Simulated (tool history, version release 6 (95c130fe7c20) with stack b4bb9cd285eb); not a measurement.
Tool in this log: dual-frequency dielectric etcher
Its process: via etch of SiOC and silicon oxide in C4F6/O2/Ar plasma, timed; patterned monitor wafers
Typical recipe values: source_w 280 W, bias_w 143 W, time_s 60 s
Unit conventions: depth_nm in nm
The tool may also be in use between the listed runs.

run,hour,source_w,bias_w,time_s,"read-back reference wafer on the same gauge, depth_nm",depth_nm
1,0,280,143,60,50.4,52.7
# hour 53.5: wet clean of the chamber
2,54,280,143,60,50.4,51.5
3,67.9,280,143,60,50.4,51.6
4,111.2,280,143,60,50.4,51.5
5,142.2,280,165,60,50.4,55
6,185.2,280,165,60,50.3,55.3
7,245.4,280,165,60,50.3,55
8,314.1,240,143,60,50.3,49.4
9,359.6,240,143,60,50.4,49.6
# hour 368.5: bias power generator calibrated
# hour 386.7: gauge calibrated
10,391.3,240,143,60,50.4,49.3
11,451.2,280,143,69,50.4,60.1
12,494.9,280,143,69,50.4,60.7
# hour 507: source power generator calibrated
# hour 540.1: upper electrode replaced
13,540.6,280,143,69,50.4,60.6
# hour 608.2: wet clean of the chamber
14,608.7,280,143,60,50.4,51
15,617.3,310,143,44,50.4,38.7
16,659,250,174,60,50.4,53.6
17,726.9,340,158,60,50.5,57.5
18,774.4,210,115,77,50.4,54
19,803.5,280,143,60,50.4,51.4
20,838.1,220,143,54,50.4,42.7
21,896.4,210,120,65,50.4,46.7
22,929.1,330,143,60,50.4,55.3
23,1000.8,320,161,60,50.4,57.7
24,1029.7,240,143,60,50.4,49.5
# hour 1117.9: wet clean of the chamber
25,1118.4,220,143,60,50.4,47.4
26,1134.5,230,176,44.5,50.4,39

5 ways to go on from here, each from the tool as it stands after run 26. What would each give?
A,1134.9,280,143,60,?,?
B,1134.9,310,159,76,?,?
C,1134.9,300,159,72,?,?
D,1134.9,280,143,52.5,?,?
E,1134.9,280,157,72,?,?

run,"read-back reference wafer on the same gauge, depth_nm",depth_nm
A,50.5,51.6
B,50.5,71
C,50.5,66.5
D,50.5,45.1
E,50.5,64.5
Take away the tool's hidden state, keep each run's random variation, and the runs would have read:
run,depth_nm
A,51.4
B,70.7
C,66.2
D,44.9
E,64.2

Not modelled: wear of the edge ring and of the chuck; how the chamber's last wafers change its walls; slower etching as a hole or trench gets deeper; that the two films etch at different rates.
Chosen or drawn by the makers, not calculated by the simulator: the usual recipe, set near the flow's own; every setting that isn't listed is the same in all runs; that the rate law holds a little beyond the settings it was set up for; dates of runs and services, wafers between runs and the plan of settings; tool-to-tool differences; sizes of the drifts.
